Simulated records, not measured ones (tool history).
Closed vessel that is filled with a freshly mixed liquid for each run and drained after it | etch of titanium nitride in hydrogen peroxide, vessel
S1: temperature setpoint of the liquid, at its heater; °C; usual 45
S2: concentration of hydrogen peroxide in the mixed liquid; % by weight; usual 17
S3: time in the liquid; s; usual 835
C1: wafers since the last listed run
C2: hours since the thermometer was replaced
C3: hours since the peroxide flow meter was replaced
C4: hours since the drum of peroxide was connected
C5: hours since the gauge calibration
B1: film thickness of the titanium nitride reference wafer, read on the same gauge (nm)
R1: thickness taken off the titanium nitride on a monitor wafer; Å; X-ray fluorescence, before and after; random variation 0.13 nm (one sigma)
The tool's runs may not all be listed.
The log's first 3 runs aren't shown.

run,hour,S1,S2,S3,C1,C2,C3,C4,C5,B1,R1
4,300.7,45,17,835,6499,1425.8,889.6,383,738.5,70.01,165.5
5,407.7,45,17,835,8939,1532.8,996.6,490,845.5,70,167.4
# hour 491.3: peroxide flow meter replaced
6,501.3,45,17,835,7736,1626.4,10,583.6,939.1,69.99,167.6
7,588.5,45,17,835,7284,1713.6,97.2,670.8,1026.3,69.98,168.8
8,630,45,17,835,3466,1755.1,138.7,712.3,1067.8,69.99,168.5
9,687.9,45,17,835,4837,1813,196.6,770.2,1125.7,70.01,167.5
10,724.7,45,17,835,3074,1849.8,233.4,807,1162.5,70.03,167.9
11,765.9,45,17,835,3441,1891,274.6,848.2,1203.7,69.99,168.3
12,879.3,48,17,835,9473,2004.4,388,961.6,1317.1,70,209.5
13,964.3,45,17,835,7101,2089.4,473,1046.6,1402.1,69.99,169.1
# hour 1042.3: new drum of peroxide connected
14,1061.7,45,17,835,8053,2186.8,570.4,19.4,1499.5,70,167.5
# hour 1112.9: gauge calibrated
15,1127.5,50,17,1315,5497,2252.6,636.2,85.2,14.6,69.99,374.6
16,1179.1,50,17,1315,4310,2304.2,687.8,136.8,66.2,70.01,375.2
17,1279.7,45,17,835,8404,2404.8,788.4,237.4,166.8,70,164
18,1366.9,54,21,1275,7284,2492,875.6,324.6,254,70,514.7
19,1441,45,17,835,6190,2566.1,949.7,398.7,328.1,69.99,166.8
20,1523,45,12.5,1245,6850,2648.1,1031.7,480.7,410.1,69.98,230.9
21,1615,45,12.5,835,7685,2740.1,1123.7,572.7,502.1,69.99,154.1
# hour 1658.8: peroxide flow meter replaced
# hour 1685.1: thermometer replaced
22,1693.5,45,17,835,6390,8.4,34.7,651.2,580.6,69.99,167.4
23,1732,45,17,395,3216,46.9,73.2,689.7,619.1,70,79.4
24,1833.3,45,17,835,8462,148.2,174.5,791,720.4,70.01,167.1
25,1876.1,37.5,13,1250,3575,191,217.3,833.8,763.2,69.99,134
26,1957.6,51.5,12.5,640,6808,272.5,298.8,915.3,844.7,70,195.1

The next listed run, before its measurement:
27,2024.3,45,17,835,5572,339.2,365.5,982,911.4,?,?

B1: 69.98
R1: 170.5 Å
Without the tool's hidden state the same run would have given R1 172.5 Å.
